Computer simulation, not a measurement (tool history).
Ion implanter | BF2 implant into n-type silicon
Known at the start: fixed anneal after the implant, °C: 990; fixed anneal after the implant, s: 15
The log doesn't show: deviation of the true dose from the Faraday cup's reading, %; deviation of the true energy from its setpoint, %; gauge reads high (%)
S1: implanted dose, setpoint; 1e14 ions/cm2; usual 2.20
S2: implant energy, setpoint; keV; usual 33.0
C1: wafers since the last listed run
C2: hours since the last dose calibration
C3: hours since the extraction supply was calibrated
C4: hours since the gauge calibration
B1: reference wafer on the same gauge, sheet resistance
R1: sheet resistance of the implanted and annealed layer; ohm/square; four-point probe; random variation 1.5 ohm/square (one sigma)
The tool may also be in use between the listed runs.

run 1 hour=0.0 | S1=2.35 S2=33.0 | C1=0 C2=622.8 C3=4943.8 C4=1228.8 | B1=486.98 | R1=435.17
run 2 hour=64.5 | S1=2.20 S2=33.0 | C1=1557 C2=687.3 C3=5008.3 C4=1293.3 | B1=487.29 | R1=456.50
run 3 hour=124.7 | S1=2.20 S2=33.0 | C1=1453 C2=747.5 C3=5068.5 C4=1353.5 | B1=487.03 | R1=457.82
run 4 hour=161.2 | S1=2.20 S2=33.0 | C1=881 C2=784.0 C3=5105.0 C4=1390.0 | B1=486.55 | R1=459.79
run 5 hour=198.7 | S1=2.20 S2=33.0 | C1=905 C2=821.5 C3=5142.5 C4=1427.5 | B1=487.44 | R1=458.01
run 6 hour=247.5 | S1=2.39 S2=33.0 | C1=1178 C2=870.3 C3=5191.3 C4=1476.3 | B1=486.35 | R1=428.41
run 7 hour=305.3 | S1=1.90 S2=33.0 | C1=1395 C2=928.1 C3=5249.1 C4=1534.1 | B1=486.65 | R1=518.52
run 8 hour=450.0 | S1=2.55 S2=33.0 | C1=3493 C2=1072.8 C3=5393.8 C4=1678.8 | B1=487.39 | R1=406.51
run 9 hour=518.6 | S1=2.53 S2=36.0 | C1=1656 C2=1141.4 C3=5462.4 C4=1747.4 | B1=487.04 | R1=407.66
run 10 hour=626.3 | S1=2.53 S2=36.0 | C1=2600 C2=1249.1 C3=5570.1 C4=1855.1 | B1=486.68 | R1=406.82
run 11 hour=651.7 | S1=2.53 S2=36.0 | C1=613 C2=1274.5 C3=5595.5 C4=1880.5 | B1=487.74 | R1=406.90
run 12 hour=712.9 | S1=2.02 S2=41.0 | C1=1477 C2=1335.7 C3=5656.7 C4=1941.7 | B1=486.84 | R1=482.86
run 13 hour=747.6 | S1=2.02 S2=41.0 | C1=837 C2=1370.4 C3=5691.4 C4=1976.4 | B1=487.37 | R1=484.77
run 14 hour=814.5 | S1=2.20 S2=33.0 | C1=1615 C2=1437.3 C3=5758.3 C4=2043.3 | B1=487.17 | R1=459.33
-- hour=870.8 extraction supply calibrated
run 15 hour=879.1 | S1=2.20 S2=33.0 | C1=1366 C2=1501.9 C3=8.3 C4=2107.9 | B1=487.39 | R1=458.08
run 16 hour=920.1 | S1=2.20 S2=33.0 | C1=989 C2=1542.9 C3=49.3 C4=2148.9 | B1=487.06 | R1=459.14
run 17 hour=966.9 | S1=2.20 S2=33.0 | C1=1129 C2=1589.7 C3=96.1 C4=2195.7 | B1=486.69 | R1=460.17
run 18 hour=991.6 | S1=2.20 S2=33.0 | C1=596 C2=1614.4 C3=120.8 C4=2220.4 | B1=486.01 | R1=462.93
run 19 hour=1037.2 | S1=1.67 S2=44.5 | C1=1100 C2=1660.0 C3=166.4 C4=2266.0 | B1=486.01 | R1=550.63
run 20 hour=1091.9 | S1=2.41 S2=38.0 | C1=1320 C2=1714.7 C3=221.1 C4=2320.7 | B1=486.85 | R1=421.98
run 21 hour=1138.2 | S1=1.96 S2=43.0 | C1=1117 C2=1761.0 C3=267.4 C4=2367.0 | B1=487.11 | R1=490.82
run 22 hour=1208.9 | S1=2.02 S2=27.0 | C1=1706 C2=1831.7 C3=338.1 C4=2437.7 | B1=487.26 | R1=499.92
run 23 hour=1264.1 | S1=2.39 S2=23.0 | C1=1332 C2=1886.9 C3=393.3 C4=2492.9 | B1=486.74 | R1=436.72
-- hour=1384.0 gauge calibrated
run 24 hour=1427.7 | S1=2.20 S2=33.0 | C1=3949 C2=2050.5 C3=556.9 C4=43.7 | B1=486.70 | R1=457.32
run 25 hour=1483.2 | S1=2.20 S2=38.5 | C1=1339 C2=2106.0 C3=612.4 C4=99.2 | B1=487.48 | R1=453.20
-- hour=1613.0 Faraday cup replaced and dose calibrated
run 26 hour=1638.0 | S1=2.44 S2=23.0 | C1=3543 C2=25.0 C3=767.2 C4=254.0 | B1=486.50 | R1=430.90
run 27 hour=1678.3 | S1=1.74 S2=37.0 | C1=972 C2=65.3 C3=807.5 C4=294.3 | B1=487.15 | R1=547.78
run 28 hour=1710.3 | S1=1.58 S2=33.0 | C1=772 C2=97.3 C3=839.5 C4=326.3 | B1=486.86 | R1=593.78
run 29 hour=1743.2 | S1=2.53 S2=36.0 | C1=794 C2=130.2 C3=872.4 C4=359.2 | B1=486.87 | R1=408.00
run 30 hour=1799.6 | S1=2.72 S2=33.0 | C1=1361 C2=186.6 C3=928.8 C4=415.6 | B1=486.61 | R1=385.59
run 31 hour=1859.1 | S1=1.58 S2=43.5 | C1=1436 C2=246.1 C3=988.3 C4=475.1 | B1=486.81 | R1=576.77
run 32 hour=1920.2 | S1=2.02 S2=41.0 | C1=1475 C2=307.2 C3=1049.4 C4=536.2 | B1=487.00 | R1=480.53
run 33 hour=1954.9 | S1=2.72 S2=44.0 | C1=837 C2=341.9 C3=1084.1 C4=570.9 | B1=486.06 | R1=378.72
run 34 hour=2006.7 | S1=2.20 S2=36.5 | C1=1250 C2=393.7 C3=1135.9 C4=622.7 | B1=487.09 | R1=455.56
run 35 hour=2073.4 | S1=2.70 S2=38.0 | C1=1610 C2=460.4 C3=1202.6 C4=689.4 | B1=486.99 | R1=386.01

The tool's hidden state at each run:
deviation of the true dose from the Faraday cup's reading, %: 0 in every run
deviation of the true energy from its setpoint, %: 0 in every run
gauge reads high (%): 0 in every run
